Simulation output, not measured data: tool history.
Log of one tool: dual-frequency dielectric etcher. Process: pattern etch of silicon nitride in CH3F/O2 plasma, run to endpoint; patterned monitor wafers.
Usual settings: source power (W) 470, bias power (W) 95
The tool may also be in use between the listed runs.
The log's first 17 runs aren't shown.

run,day,source power (W),bias power (W),wafers since the last listed run,hours since the last wet clean,hours since the last source power generator calibration,hours since the last bias power generator calibration,hours since the last upper electrode change,"incoming incoming film thickness, nm",endpoint time (s)
18,19.658,520,117,171,555.0,31.4,3932.6,33.2,69.8,53.4
19,20.500,470,95,156,575.2,51.6,3952.8,53.4,69.0,59.5
20,21.558,470,71,197,600.6,77.0,3978.2,78.8,69.7,68.6
21,22.367,470,95,150,620.0,96.4,3997.6,98.2,69.9,60.2
22,23.529,590,95,216,647.9,124.3,4025.5,126.1,69.1,56.0
# day 24.550: wet clean of the chamber
23,27.350,530,117,525,67.2,216.0,4117.2,217.8,69.0,54.8
24,28.646,470,95,241,98.3,247.1,4148.3,248.9,69.5,62.3
25,29.833,410,110,221,126.8,275.6,4176.8,277.4,69.8,60.2
26,30.371,380,105,100,139.7,288.5,4189.7,290.3,69.4,62.2
# day 30.588: bias power generator calibrated
27,31.012,360,84,88,155.1,303.9,10.2,305.7,69.9,70.1
28,32.379,420,116,254,187.9,336.7,43.0,338.5,69.4,58.0
29,33.775,470,110,260,221.4,370.2,76.5,372.0,69.7,58.0
30,34.967,520,84,221,250.0,398.8,105.1,400.6,69.8,63.9
31,39.417,520,82,828,356.8,505.6,211.9,507.4,69.3,63.9
32,40.867,590,80,270,391.6,540.4,246.7,542.2,69.8,62.9
33,41.412,580,95,101,404.7,553.5,259.8,555.3,69.6,58.1

5 ways to go on from here, each from the tool as it stands after run 33. What would each give?
A,41.433,470,95,3,405.2,554.0,260.3,555.8,69.3,?
B,41.433,540,112,3,405.2,554.0,260.3,555.8,69.3,?
C,41.433,550,87,3,405.2,554.0,260.3,555.8,69.3,?
D,41.433,420,78,3,405.2,554.0,260.3,555.8,69.3,?
E,41.433,360,74,3,405.2,554.0,260.3,555.8,69.3,?

run,endpoint time (s)
A,60.8
B,54.6
C,60.8
D,68.2
E,72.4
Without the tool's hidden state the same runs would have given:
run,endpoint time (s)
A,61.9
B,55.5
C,61.9
D,69.4
E,73.6

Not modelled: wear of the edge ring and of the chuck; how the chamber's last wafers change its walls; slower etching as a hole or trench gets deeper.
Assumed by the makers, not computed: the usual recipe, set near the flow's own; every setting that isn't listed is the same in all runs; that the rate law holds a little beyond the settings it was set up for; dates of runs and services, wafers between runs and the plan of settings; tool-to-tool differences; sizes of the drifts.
